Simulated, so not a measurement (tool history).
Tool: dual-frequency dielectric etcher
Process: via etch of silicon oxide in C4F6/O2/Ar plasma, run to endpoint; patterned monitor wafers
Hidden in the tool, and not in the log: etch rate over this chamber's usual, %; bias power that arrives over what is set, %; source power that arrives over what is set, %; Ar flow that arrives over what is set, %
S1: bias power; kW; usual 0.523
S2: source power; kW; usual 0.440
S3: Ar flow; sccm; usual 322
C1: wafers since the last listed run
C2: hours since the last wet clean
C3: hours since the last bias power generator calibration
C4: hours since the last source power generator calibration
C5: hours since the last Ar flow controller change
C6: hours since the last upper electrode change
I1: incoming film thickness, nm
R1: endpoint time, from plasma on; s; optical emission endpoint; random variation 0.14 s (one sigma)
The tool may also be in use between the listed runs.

run   hour     S1     S2   S3   C1     C2      C3      C4      C5      C6     I1    R1
  1    0.0  0.523  0.440  322    0  374.1  2540.4  1823.4  1991.4  3528.1  126.3  27.4
  2    9.5  0.523  0.440  322   87  383.6  2549.9  1832.9  2000.9  3537.6  128.2  28.2
  3   22.0  0.523  0.440  322  114  396.1  2562.4  1845.4  2013.4  3550.1  127.4  27.8
  4   32.8  0.523  0.440  291   99  406.9  2573.2  1856.2  2024.2  3560.9  126.1  27.4
  5   47.6  0.523  0.440  291  135  421.7  2588.0  1871.0  2039.0  3575.7  127.1  27.4
  6   58.3  0.523  0.440  367   98  432.4  2598.7  1881.7  2049.7  3586.4  126.1  27.9
  7   68.7  0.523  0.440  367   95  442.8  2609.1  1892.1  2060.1  3596.8  127.5  28.2
  8   82.1  0.523  0.440  322  123  456.2  2622.5  1905.5  2073.5  3610.2  126.5  27.7
  9   98.0  0.523  0.440  322  145  472.1  2638.4  1921.4  2089.4  3626.1  127.3  28.1
 10  104.5  0.523  0.440  369   59  478.6  2644.9  1927.9  2095.9  3632.6  127.7  28.3
 11  114.8  0.523  0.440  369   94  488.9  2655.2  1938.2  2106.2  3642.9  126.0  28.0
     140.6  -- bias power generator calibrated
 12  141.1  0.523  0.350  376  204  515.2     0.5  1964.5  2132.5  3669.2  125.8  29.4
 13  152.0  0.523  0.350  376  100  526.1    11.4  1975.4  2143.4  3680.1  127.5  30.2
     157.6  -- source power generator calibrated
 14  163.4  0.523  0.440  322   67  537.5    22.8     5.8  2154.8  3691.5  126.7  27.7
     188.4  -- wet clean of the chamber
 15  188.9  0.523  0.440  322   13    0.5    48.3    31.3  2180.3  3717.0  125.3  26.6
     216.4  -- Ar flow controller replaced
     225.6  -- upper electrode replaced
 16  229.7  0.523  0.440  322  235   41.3    89.1    72.1    13.3     4.1  127.0  27.0
 17  240.1  0.463  0.360  275   95   51.7    99.5    82.5    23.7    14.5  126.7  30.1
 18  252.4  0.523  0.440  322  112   64.0   111.8    94.8    36.0    26.8  128.2  27.5
 19  261.2  0.434  0.490  267   80   72.8   120.6   103.6    44.8    35.6  126.1  28.7
 20  274.5  0.523  0.440  390  122   86.1   133.9   116.9    58.1    48.9  128.0  27.6
 21  285.8  0.409  0.500  244  103   97.4   145.2   128.2    69.4    60.2  128.5  30.3
 22  300.3  0.565  0.360  274  133  111.9   159.7   142.7    83.9    74.7  126.7  26.8
 23  318.3  0.565  0.360  274  165  129.9   177.7   160.7   101.9    92.7  127.0  26.9
 24  371.7  0.575  0.440  299  490  183.3   231.1   214.1   155.3   146.1  127.8  25.8
 25  387.5  0.642  0.540  357  145  199.1   246.9   229.9   171.1   161.9  126.3  23.2
 26  394.3  0.523  0.380  322   62  205.9   253.7   236.7   177.9   168.7  127.1  28.4
 27  404.0  0.624  0.440  322   89  215.6   263.4   246.4   187.6   178.4  126.8  24.6

Some steps in R1 between neighbouring runs. How much of each would the tool show without its hidden state too (settings, what came in, random variation), and how much is left for the hidden state, with any gauge scatter that isn't in both results?
Run 2 -> 3: no setting changed, nothing entered. R1 -0.4 s: hidden state +0.1, all else -0.5.
Run 14 -> 15: wet clean of the chamber. R1 -1.1 s: hidden state -0.9, all else -0.2.
Run 25 -> 26: S1 0.642 -> 0.523, S2 0.540 -> 0.380, S3 357 -> 322. R1 +5.2 s: hidden state +0.1, all else +5.1.
Run 26 -> 27: S1 0.523 -> 0.624, S2 0.380 -> 0.440. R1 -3.8 s: hidden state +0.0, all else -3.8.
